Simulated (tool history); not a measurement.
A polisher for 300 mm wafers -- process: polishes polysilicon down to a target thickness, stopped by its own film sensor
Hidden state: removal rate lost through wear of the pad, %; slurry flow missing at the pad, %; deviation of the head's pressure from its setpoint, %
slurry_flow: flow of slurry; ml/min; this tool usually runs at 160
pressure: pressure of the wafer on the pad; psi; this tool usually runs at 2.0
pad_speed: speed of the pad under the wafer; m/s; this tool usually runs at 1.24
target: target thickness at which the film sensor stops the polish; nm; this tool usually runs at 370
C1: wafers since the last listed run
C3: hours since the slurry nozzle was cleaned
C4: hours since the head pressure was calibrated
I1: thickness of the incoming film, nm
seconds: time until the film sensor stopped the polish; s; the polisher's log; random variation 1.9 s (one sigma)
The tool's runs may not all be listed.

{"run": 1, "hour": 0.0, "slurry_flow": 160, "pressure": 2.0, "pad_speed": 1.24, "target": 370, "C1": 0, "wafers polished on this pad": 3228, "C3": 298.4, "C4": 71.1, "I1": 1010.8, "seconds": 113.3}
{"hour": 47.9, "done": "worn pad replaced by a new one"}
{"run": 2, "hour": 72.8, "slurry_flow": 160, "pressure": 2.0, "pad_speed": 1.24, "target": 370, "C1": 777, "wafers polished on this pad": 281, "C3": 371.2, "C4": 143.9, "I1": 995.6, "seconds": 100.1}
{"run": 3, "hour": 136.1, "slurry_flow": 160, "pressure": 2.0, "pad_speed": 1.24, "target": 199, "C1": 715, "wafers polished on this pad": 996, "C3": 434.5, "C4": 207.2, "I1": 1001.7, "seconds": 137.2}
{"hour": 248.0, "done": "slurry nozzle cleaned"}
{"run": 4, "hour": 289.8, "slurry_flow": 160, "pressure": 2.0, "pad_speed": 1.24, "target": 199, "C1": 1725, "wafers polished on this pad": 2721, "C3": 41.8, "C4": 360.9, "I1": 1018.4, "seconds": 148.1}
{"run": 5, "hour": 346.0, "slurry_flow": 160, "pressure": 2.0, "pad_speed": 1.24, "target": 199, "C1": 635, "wafers polished on this pad": 3356, "C3": 98.0, "C4": 417.1, "I1": 990.2, "seconds": 140.0}
{"hour": 358.9, "done": "worn pad replaced by a new one, of another model than before"}
{"run": 6, "hour": 420.1, "slurry_flow": 175, "pressure": 2.0, "pad_speed": 1.24, "target": 370, "C1": 792, "wafers polished on this pad": 691, "C3": 172.1, "C4": 491.2, "I1": 1021.7, "seconds": 107.4}
{"run": 7, "hour": 474.4, "slurry_flow": 175, "pressure": 2.0, "pad_speed": 1.24, "target": 370, "C1": 613, "wafers polished on this pad": 1304, "C3": 226.4, "C4": 545.5, "I1": 992.3, "seconds": 99.9}
{"run": 8, "hour": 535.7, "slurry_flow": 160, "pressure": 2.0, "pad_speed": 1.48, "target": 370, "C1": 692, "wafers polished on this pad": 1997, "C3": 287.7, "C4": 606.8, "I1": 1008.0, "seconds": 94.8}
{"hour": 587.8, "done": "head pressure recalibrated"}
{"run": 9, "hour": 629.3, "slurry_flow": 160, "pressure": 2.0, "pad_speed": 1.48, "target": 370, "C1": 1035, "wafers polished on this pad": 3032, "C3": 381.3, "C4": 41.5, "I1": 1022.8, "seconds": 96.9}
{"run": 10, "hour": 726.1, "slurry_flow": 160, "pressure": 2.0, "pad_speed": 1.24, "target": 370, "C1": 1093, "wafers polished on this pad": 4126, "C3": 478.1, "C4": 138.3, "I1": 991.3, "seconds": 114.8}
{"hour": 742.5, "done": "worn pad replaced by a new one"}
{"hour": 789.9, "done": "slurry nozzle cleaned"}
{"run": 11, "hour": 812.0, "slurry_flow": 160, "pressure": 2.0, "pad_speed": 1.24, "target": 370, "C1": 914, "wafers polished on this pad": 774, "C3": 22.1, "C4": 224.2, "I1": 1015.5, "seconds": 106.8}
{"run": 12, "hour": 916.4, "slurry_flow": 160, "pressure": 2.0, "pad_speed": 1.24, "target": 370, "C1": 1179, "wafers polished on this pad": 1954, "C3": 126.5, "C4": 328.6, "I1": 1009.1, "seconds": 109.2}
{"run": 13, "hour": 1013.2, "slurry_flow": 195, "pressure": 2.0, "pad_speed": 1.24, "target": 272, "C1": 1093, "wafers polished on this pad": 3048, "C3": 223.3, "C4": 425.4, "I1": 1006.3, "seconds": 130.2}
{"hour": 1057.2, "done": "worn pad replaced by a new one"}
{"run": 14, "hour": 1083.4, "slurry_flow": 160, "pressure": 2.0, "pad_speed": 1.24, "target": 170, "C1": 748, "wafers polished on this pad": 296, "C3": 293.5, "C4": 495.6, "I1": 1033.8, "seconds": 138.5}
{"run": 15, "hour": 1120.2, "slurry_flow": 160, "pressure": 2.0, "pad_speed": 1.24, "target": 370, "C1": 415, "wafers polished on this pad": 712, "C3": 330.3, "C4": 532.4, "I1": 1012.5, "seconds": 107.2}
{"run": 16, "hour": 1161.4, "slurry_flow": 160, "pressure": 1.4, "pad_speed": 1.24, "target": 445, "C1": 465, "wafers polished on this pad": 1177, "C3": 371.5, "C4": 573.6, "I1": 1002.1, "seconds": 121.5}
{"run": 17, "hour": 1240.3, "slurry_flow": 160, "pressure": 2.0, "pad_speed": 0.86, "target": 370, "C1": 891, "wafers polished on this pad": 2069, "C3": 450.4, "C4": 652.5, "I1": 1019.5, "seconds": 146.9}
{"hour": 1326.2, "done": "head pressure recalibrated"}
{"run": 18, "hour": 1336.7, "slurry_flow": 160, "pressure": 2.0, "pad_speed": 1.24, "target": 370, "C1": 1066, "wafers polished on this pad": 3136, "C3": 546.8, "C4": 10.5, "I1": 1029.7, "seconds": 114.9}
{"hour": 1342.9, "done": "slurry nozzle cleaned"}
{"hour": 1374.2, "done": "worn pad replaced by a new one"}
{"run": 19, "hour": 1405.2, "slurry_flow": 160, "pressure": 1.7, "pad_speed": 1.24, "target": 452, "C1": 717, "wafers polished on this pad": 349, "C3": 62.3, "C4": 79.0, "I1": 1005.3, "seconds": 102.4}
{"run": 20, "hour": 1442.5, "slurry_flow": 160, "pressure": 1.7, "pad_speed": 1.36, "target": 370, "C1": 421, "wafers polished on this pad": 771, "C3": 99.6, "C4": 116.3, "I1": 1024.8, "seconds": 112.2}
{"run": 21, "hour": 1497.9, "slurry_flow": 160, "pressure": 2.0, "pad_speed": 1.24, "target": 370, "C1": 626, "wafers polished on this pad": 1397, "C3": 155.0, "C4": 171.7, "I1": 1013.3, "seconds": 107.4}
{"run": 22, "hour": 1593.6, "slurry_flow": 160, "pressure": 1.4, "pad_speed": 1.24, "target": 445, "C1": 1081, "wafers polished on this pad": 2478, "C3": 250.7, "C4": 267.4, "I1": 993.1, "seconds": 118.6}
{"run": 23, "hour": 1660.0, "slurry_flow": 160, "pressure": 2.0, "pad_speed": 1.24, "target": 481, "C1": 750, "wafers polished on this pad": 3229, "C3": 317.1, "C4": 333.8, "I1": 993.8, "seconds": 89.9}
{"hour": 1755.6, "done": "worn pad replaced by a new one"}
{"run": 24, "hour": 1756.6, "slurry_flow": 110, "pressure": 1.7, "pad_speed": 0.92, "target": 197, "C1": 1046, "wafers polished on this pad": 11, "C3": 413.7, "C4": 430.4, "I1": 1004.8, "seconds": 181.9}

Hidden state or all else? Some run-to-run changes of seconds, split into what the settings, what came in and random variation would give without the hidden state, and what is left for the hidden state (with any gauge scatter that isn't in both results):
Run 2 -> 3: target 370 -> 199. seconds +37.1 s: hidden state +7.1, all else +30.0.
Run 5 -> 6: slurry_flow 160 -> 175, target 199 -> 370, worn pad replaced by a new one, of another model than before. seconds -32.6 s: hidden state -11.6, all else -21.0.
Run 13 -> 14: slurry_flow 195 -> 160, target 272 -> 170, worn pad replaced by a new one. seconds +8.3 s: hidden state -11.7, all else +20.0.
Run 23 -> 24: slurry_flow 160 -> 110, pressure 2.0 -> 1.7, pad_speed 1.24 -> 0.92, target 481 -> 197, worn pad replaced by a new one. seconds +92.0 s: hidden state -8.6, all else +100.6.
